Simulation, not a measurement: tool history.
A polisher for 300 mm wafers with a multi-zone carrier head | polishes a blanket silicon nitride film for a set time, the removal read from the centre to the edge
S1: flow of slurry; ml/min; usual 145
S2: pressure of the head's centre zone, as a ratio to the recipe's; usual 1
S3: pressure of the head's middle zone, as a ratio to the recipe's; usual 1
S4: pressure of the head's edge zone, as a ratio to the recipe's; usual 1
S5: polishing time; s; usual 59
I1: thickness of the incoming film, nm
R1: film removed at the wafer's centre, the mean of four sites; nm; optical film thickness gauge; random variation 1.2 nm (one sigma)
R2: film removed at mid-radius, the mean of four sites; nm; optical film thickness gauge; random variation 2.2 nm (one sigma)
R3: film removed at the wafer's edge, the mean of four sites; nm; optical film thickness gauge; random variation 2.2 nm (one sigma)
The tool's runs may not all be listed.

| run | day | S1 | S2 | S3 | S4 | S5 | I1 | R1 | R2 | R3 |
|---|---|---|---|---|---|---|---|---|---|---|
| 1 | 0 | 145 | 1 | 1 | 1 | 59 | 760.9 | 149.9 | 148.2 | 146.6 |
| 2 | 2.446 | 145 | 1 | 1 | 1.05 | 59 | 753.9 | 148.6 | 142.8 | 149.4 |
|  | 2.829 | slurry nozzle cleaned |
| 3 | 5.233 | 145 | 0.96 | 1.04 | 1 | 40 | 762.6 | 97.8 | 101.5 | 97.3 |
| 4 | 7.071 | 145 | 0.92 | 0.96 | 0.92 | 43 | 755.1 | 100.6 | 103.3 | 99.8 |
|  | 8.804 | worn pad replaced by a new one |
| 5 | 9.112 | 170 | 1 | 0.97 | 1 | 75 | 750.7 | 203.9 | 201 | 195.7 |
|  | 10.833 | centre zone pressure recalibrated |
| 6 | 11.029 | 145 | 1 | 1.08 | 1 | 59 | 744 | 153.5 | 163.9 | 147.3 |
| 7 | 12.175 | 145 | 1 | 1 | 1 | 65 | 754.5 | 167.2 | 168.4 | 163.1 |
| 8 | 13.729 | 145 | 1 | 1 | 0.95 | 53 | 753.8 | 136.2 | 136.9 | 128.6 |
|  | 16.104 | edge zone pressure recalibrated |
| 9 | 16.521 | 145 | 1 | 1 | 1 | 59 | 750.3 | 149 | 146.3 | 147.9 |
|  | 18.933 | carrier head's membrane replaced by a new one |
|  | 18.962 | slurry nozzle cleaned |
| 10 | 19.108 | 190 | 1 | 0.92 | 1 | 59 | 742 | 155.9 | 150 | 155.1 |
| 11 | 20.292 | 145 | 1 | 1 | 1 | 65 | 758.5 | 163.1 | 161.5 | 163.1 |
| 12 | 22.188 | 100 | 1.04 | 0.9 | 1 | 76 | 740.5 | 172.2 | 160 | 171.3 |
|  | 23.796 | worn pad replaced by a new one |
|  | 27.017 | centre zone pressure recalibrated |
| 13 | 27.325 | 170 | 1 | 1 | 1 | 59 | 739.5 | 158.5 | 155.8 | 156.5 |
| 14 | 28.921 | 110 | 1 | 0.96 | 0.91 | 59 | 757 | 140.8 | 137.1 | 135.4 |
| 15 | 30.771 | 145 | 1 | 1 | 0.89 | 59 | 754.9 | 151.6 | 148.2 | 144.8 |
| 16 | 32.596 | 160 | 1 | 1.06 | 1 | 59 | 765.3 | 154.3 | 159.9 | 149.7 |
| 17 | 34.183 | 145 | 1 | 1 | 1 | 59 | 744.8 | 147.6 | 149.4 | 147.2 |
|  | 34.904 | edge zone pressure recalibrated |
| 18 | 36.758 | 145 | 1 | 1 | 1.08 | 59 | 743.8 | 149 | 144.1 | 152 |
|  | 37.521 | slurry nozzle cleaned |
|  | 41.629 | worn pad replaced by a new one |
|  | 42.788 | centre zone pressure recalibrated |
| 19 | 44.812 | 145 | 1 | 1 | 1 | 51 | 749 | 131.4 | 130.1 | 130.6 |
| 20 | 47.162 | 145 | 0.89 | 0.89 | 0.9 | 52 | 758.6 | 126.4 | 124.7 | 125.4 |
| 21 | 48.833 | 145 | 1 | 1 | 1 | 59 | 751.7 | 151.9 | 147.9 | 149 |

5 ways to go on from here, each from the tool as it stands after run 21. What would each give?
| A | 48.85 | 145 | 1 | 1 | 1 | 59 | 754.6 | ? | ? | ? |
| B | 48.85 | 145 | 1 | 0.96 | 1 | 59 | 754.6 | ? | ? | ? |
| C | 48.85 | 180 | 1 | 1 | 1 | 59 | 754.6 | ? | ? | ? |
| D | 48.85 | 145 | 1 | 1.07 | 1 | 59 | 754.6 | ? | ? | ? |
| E | 48.85 | 165 | 1 | 1.07 | 1 | 59 | 754.6 | ? | ? | ? |

| run | R1 | R2 | R3 |
|---|---|---|---|
| A | 151 | 149.1 | 151.6 |
| B | 151 | 146.2 | 151.7 |
| C | 158.3 | 155.4 | 156.3 |
| D | 151.1 | 154.1 | 151.5 |
| E | 155.6 | 158.1 | 154.5 |
Without the tool's hidden state the same runs would have given:
| run | R1 | R2 | R3 |
|---|---|---|---|
| A | 155.5 | 153.5 | 156.1 |
| B | 155.5 | 150.5 | 156.1 |
| C | 162.9 | 160 | 160.9 |
| D | 155.5 | 158.6 | 156 |
| E | 160.2 | 162.8 | 159 |
